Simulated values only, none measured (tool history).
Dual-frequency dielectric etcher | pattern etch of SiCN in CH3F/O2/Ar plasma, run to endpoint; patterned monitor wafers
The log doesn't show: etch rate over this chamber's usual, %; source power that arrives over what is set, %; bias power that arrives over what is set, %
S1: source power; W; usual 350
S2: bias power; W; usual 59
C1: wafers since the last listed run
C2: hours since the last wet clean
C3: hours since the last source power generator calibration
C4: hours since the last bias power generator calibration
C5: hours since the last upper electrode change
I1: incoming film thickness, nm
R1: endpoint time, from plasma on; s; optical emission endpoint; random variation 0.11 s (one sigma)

Run 1, day 0.000: usual settings but S1 280 W; C1 0; C2 301.9; C3 1563.4; C4 3391.2; C5 4499.3; I1 7.49. Result: R1 27.2 s.
Run 2, day 1.138: usual settings but S1 280 W; C1 363; C2 329.2; C3 1590.7; C4 3418.5; C5 4526.6; I1 7.53. Result: R1 27.6 s.
Run 3, day 2.204: usual settings; C1 341; C2 354.8; C3 1616.3; C4 3444.1; C5 4552.2; I1 7.53. Result: R1 23.6 s.
Run 4, day 3.579: usual settings; C1 439; C2 387.8; C3 1649.3; C4 3477.1; C5 4585.2; I1 7.56. Result: R1 23.9 s.
Run 5, day 5.038: usual settings; C1 466; C2 422.8; C3 1684.3; C4 3512.1; C5 4620.2; I1 7.52. Result: R1 23.9 s.
Run 6, day 6.117: usual settings but S1 310 W; C1 345; C2 448.7; C3 1710.2; C4 3538.0; C5 4646.1; I1 7.48. Result: R1 25.7 s.
Run 7, day 6.883: usual settings but S1 310 W; C1 245; C2 467.1; C3 1728.6; C4 3556.4; C5 4664.5; I1 7.47. Result: R1 25.6 s.
At day 7.967: wet clean of the chamber.
Run 8, day 8.008: usual settings but S1 390 W; C1 39; C2 1.0; C3 1755.6; C4 3583.4; C5 4691.5; I1 7.49. Result: R1 21.2 s.
At day 8.317: source power generator calibrated.
Run 9, day 8.679: usual settings but S1 390 W; C1 161; C2 17.1; C3 8.7; C4 3599.5; C5 4707.6; I1 7.42. Result: R1 21.0 s.
Run 10, day 9.242: usual settings; C1 179; C2 30.6; C3 22.2; C4 3613.0; C5 4721.1; I1 7.59. Result: R1 22.8 s.
Run 11, day 10.121: usual settings; C1 281; C2 51.7; C3 43.3; C4 3634.1; C5 4742.2; I1 7.43. Result: R1 22.6 s.
Run 12, day 10.921: usual settings but S1 280 W; C1 255; C2 70.9; C3 62.5; C4 3653.3; C5 4761.4; I1 7.53. Result: R1 26.4 s.
Run 13, day 11.596: usual settings but S2 65 W; C1 215; C2 87.1; C3 78.7; C4 3669.5; C5 4777.6; I1 7.52. Result: R1 22.4 s.
Run 14, day 15.050: usual settings but S1 320 W, S2 73 W; C1 1104; C2 170.0; C3 161.6; C4 3752.4; C5 4860.5; I1 7.52. Result: R1 22.9 s.
At day 15.962: bias power generator calibrated.
Run 15, day 16.038: usual settings but S1 270 W; C1 262; C2 193.7; C3 185.3; C4 1.8; C5 4884.2; I1 7.49. Result: R1 27.7 s.
Run 16, day 17.279: usual settings but S1 400 W; C1 397; C2 223.5; C3 215.1; C4 31.6; C5 4914.0; I1 7.53. Result: R1 21.6 s.
At day 18.538: upper electrode replaced.
Run 17, day 18.700: usual settings but S1 380 W, S2 47 W; C1 134; C2 257.6; C3 249.2; C4 65.7; C5 3.9; I1 7.51. Result: R1 24.0 s.
Run 18, day 19.800: usual settings; C1 351; C2 284.0; C3 275.6; C4 92.1; C5 30.3; I1 7.51. Result: R1 23.4 s.
Run 19, day 20.533: usual settings but S1 260 W, S2 73 W; C1 234; C2 301.6; C3 293.2; C4 109.7; C5 47.9; I1 7.48. Result: R1 26.4 s.
Run 20, day 21.775: usual settings but S1 310 W, S2 44 W; C1 397; C2 331.4; C3 323.0; C4 139.5; C5 77.7; I1 7.43. Result: R1 27.7 s.
Run 21, day 22.954: usual settings but S1 310 W; C1 377; C2 359.7; C3 351.3; C4 167.8; C5 106.0; I1 7.51. Result: R1 25.5 s.
Run 22, day 24.100: usual settings but S1 400 W, S2 72 W; C1 366; C2 387.2; C3 378.8; C4 195.3; C5 133.5; I1 7.45. Result: R1 20.4 s.

Forecast each of these 3 alternatives for the next run:
Run A, day 24.117: usual settings but S1 320 W; C1 5; C2 387.6; C3 379.2; C4 195.7; C5 133.9; I1 7.58. Result: R1 ?.
Run B, day 24.117: usual settings but S1 430 W, S2 54 W; C1 5; C2 387.6; C3 379.2; C4 195.7; C5 133.9; I1 7.58. Result: R1 ?.
Run C, day 24.117: usual settings but S2 48 W; C1 5; C2 387.6; C3 379.2; C4 195.7; C5 133.9; I1 7.58. Result: R1 ?.

run    R1
  A  25.1
  B  21.7
  C  25.3
Without the tool's hidden state the same runs would have given:
run    R1
  A  24.2
  B  20.8
  C  24.4
